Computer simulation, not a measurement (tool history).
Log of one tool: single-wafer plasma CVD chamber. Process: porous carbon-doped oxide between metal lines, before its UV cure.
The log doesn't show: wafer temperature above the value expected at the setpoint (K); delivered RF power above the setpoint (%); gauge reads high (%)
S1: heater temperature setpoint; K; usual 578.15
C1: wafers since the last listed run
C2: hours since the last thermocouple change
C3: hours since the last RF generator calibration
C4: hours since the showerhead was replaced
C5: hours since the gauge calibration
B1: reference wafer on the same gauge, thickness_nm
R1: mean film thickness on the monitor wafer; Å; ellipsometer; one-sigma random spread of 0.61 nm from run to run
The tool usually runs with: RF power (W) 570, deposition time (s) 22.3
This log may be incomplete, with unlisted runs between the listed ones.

Run 1, hour 0: usual settings; C1 0; C2 1916.7; C3 1445.8; C4 2823; C5 333.2; B1 110.042. Result: R1 1175.64 Å.
Run 2, hour 16.6: usual settings; C1 228; C2 1933.3; C3 1462.4; C4 2839.6; C5 349.8; B1 109.997. Result: R1 1168.39 Å.
Run 3, hour 33.4: usual settings; C1 231; C2 1950.1; C3 1479.2; C4 2856.4; C5 366.6; B1 109.876. Result: R1 1161.62 Å.
Run 4, hour 45.6: usual settings; C1 167; C2 1962.3; C3 1491.4; C4 2868.6; C5 378.8; B1 109.942. Result: R1 1154.17 Å.
Run 5, hour 64.7: usual settings; C1 262; C2 1981.4; C3 1510.5; C4 2887.7; C5 397.9; B1 109.919. Result: R1 1161.67 Å.
Run 6, hour 92.7: usual settings; C1 385; C2 2009.4; C3 1538.5; C4 2915.7; C5 425.9; B1 110.007. Result: R1 1158.94 Å.
Run 7, hour 110.9: usual settings but S1 585.15 K; C1 250; C2 2027.6; C3 1556.7; C4 2933.9; C5 444.1; B1 109.904. Result: R1 1113.04 Å.
Run 8, hour 129.5: usual settings but S1 585.15 K; C1 256; C2 2046.2; C3 1575.3; C4 2952.5; C5 462.7; B1 110.048. Result: R1 1114.99 Å.
At hour 145.2: gauge calibrated.
Run 9, hour 159: usual settings but RF power (W) 615; C1 406; C2 2075.7; C3 1604.8; C4 2982; C5 13.8; B1 110.006. Result: R1 1217.49 Å.
Run 10, hour 221: usual settings but RF power (W) 615; C1 853; C2 2137.7; C3 1666.8; C4 3044; C5 75.8; B1 110.127. Result: R1 1227.81 Å.
Run 11, hour 247.3: usual settings but RF power (W) 615; C1 362; C2 2164; C3 1693.1; C4 3070.3; C5 102.1; B1 110.014. Result: R1 1227.08 Å.
Run 12, hour 269.3: usual settings but S1 583.15 K; C1 302; C2 2186; C3 1715.1; C4 3092.3; C5 124.1; B1 109.978. Result: R1 1129.79 Å.
Run 13, hour 305: usual settings; C1 491; C2 2221.7; C3 1750.8; C4 3128; C5 159.8; B1 110.017. Result: R1 1162.93 Å.
At hour 319: thermocouple changed; heater temperature recalibrated.
Run 14, hour 338.3: usual settings; C1 348; C2 19.3; C3 1784.1; C4 3161.3; C5 193.1; B1 109.944. Result: R1 1164.38 Å.
At hour 356.9: showerhead replaced, of another model than before.
Run 15, hour 364.4: usual settings but S1 587.15 K; C1 249; C2 45.4; C3 1810.2; C4 7.5; C5 219.2; B1 109.895. Result: R1 1070.9 Å.
Run 16, hour 387.4: usual settings but S1 587.15 K; C1 316; C2 68.4; C3 1833.2; C4 30.5; C5 242.2; B1 110.031. Result: R1 1065.16 Å.
Run 17, hour 422: usual settings; C1 476; C2 103; C3 1867.8; C4 65.1; C5 276.8; B1 109.978. Result: R1 1124.69 Å.
Run 18, hour 443.1: usual settings but S1 584.15 K, RF power (W) 530; C1 290; C2 124.1; C3 1888.9; C4 86.2; C5 297.9; B1 110.068. Result: R1 1000.52 Å.
Run 19, hour 477.5: usual settings but RF power (W) 650; C1 473; C2 158.5; C3 1923.3; C4 120.6; C5 332.3; B1 109.998. Result: R1 1270.57 Å.
Run 20, hour 500.6: usual settings but S1 583.15 K, RF power (W) 650; C1 317; C2 181.6; C3 1946.4; C4 143.7; C5 355.4; B1 110.073. Result: R1 1243.36 Å.
Run 21, hour 530.3: usual settings but deposition time (s) 23.6; C1 408; C2 211.3; C3 1976.1; C4 173.4; C5 385.1; B1 110.046. Result: R1 1189.94 Å.
At hour 546.2: RF generator calibrated.
Run 22, hour 555.5: usual settings; C1 236; C2 236.5; C3 9.3; C4 198.6; C5 410.3; B1 110.091. Result: R1 1218.82 Å.
Run 23, hour 586.5: usual settings but S1 571.15 K, RF power (W) 680, deposition time (s) 19.3; C1 426; C2 267.5; C3 40.3; C4 229.6; C5 441.3; B1 110.024. Result: R1 1327.79 Å.
Run 24, hour 659: usual settings but RF power (W) 480; C1 998; C2 340; C3 112.8; C4 302.1; C5 513.8; B1 110.061. Result: R1 1016.94 Å.
Run 25, hour 671.9: usual settings but deposition time (s) 25.1; C1 177; C2 352.9; C3 125.7; C4 315; C5 526.7; B1 110.156. Result: R1 1353.89 Å.
At hour 676.7: gauge calibrated.
Run 26, hour 695.9: usual settings; C1 330; C2 376.9; C3 149.7; C4 339; C5 19.2; B1 109.903. Result: R1 1227.47 Å.
Run 27, hour 730.2: usual settings; C1 472; C2 411.2; C3 184; C4 373.3; C5 53.5; B1 110.011. Result: R1 1209.82 Å.
Run 28, hour 759.3: usual settings; C1 400; C2 440.3; C3 213.1; C4 402.4; C5 82.6; B1 110.022. Result: R1 1210.6 Å.
Run 29, hour 787.9: usual settings but S1 569.15 K, RF power (W) 655; C1 393; C2 468.9; C3 241.7; C4 431; C5 111.2; B1 110.039. Result: R1 1452.99 Å.
Run 30, hour 808.2: usual settings but S1 585.15 K, deposition time (s) 25.7; C1 279; C2 489.2; C3 262; C4 451.3; C5 131.5; B1 110.035. Result: R1 1320.99 Å.
Run 31, hour 833.9: usual settings but deposition time (s) 23.8; C1 353; C2 514.9; C3 287.7; C4 477; C5 157.2; B1 110.04. Result: R1 1271.02 Å.
Run 32, hour 862.1: usual settings; C1 388; C2 543.1; C3 315.9; C4 505.2; C5 185.4; B1 110.006. Result: R1 1199.63 Å.

Had the tool no unlogged condition, and each run kept its random variation, what would the results have been?
run       R1
  1  1250.01
  2  1242.52
  3  1235.54
  4  1227.77
  5  1235.99
  6  1233.42
  7  1184.78
  8  1187.05
  9  1295.45
 10   1307.1
 11  1306.58
 12  1204.18
 13  1239.82
 14  1241.65
 15  1177.61
 16  1171.57
 17  1237.44
 18  1105.95
 19  1395.49
 20  1365.85
 21   1310.4
 22  1225.04
 23  1339.31
 24  1037.57
 25  1378.74
 26  1253.07
 27  1239.25
 28  1243.53
 29   1495.6
 30     1363
 31  1314.37
 32  1243.48
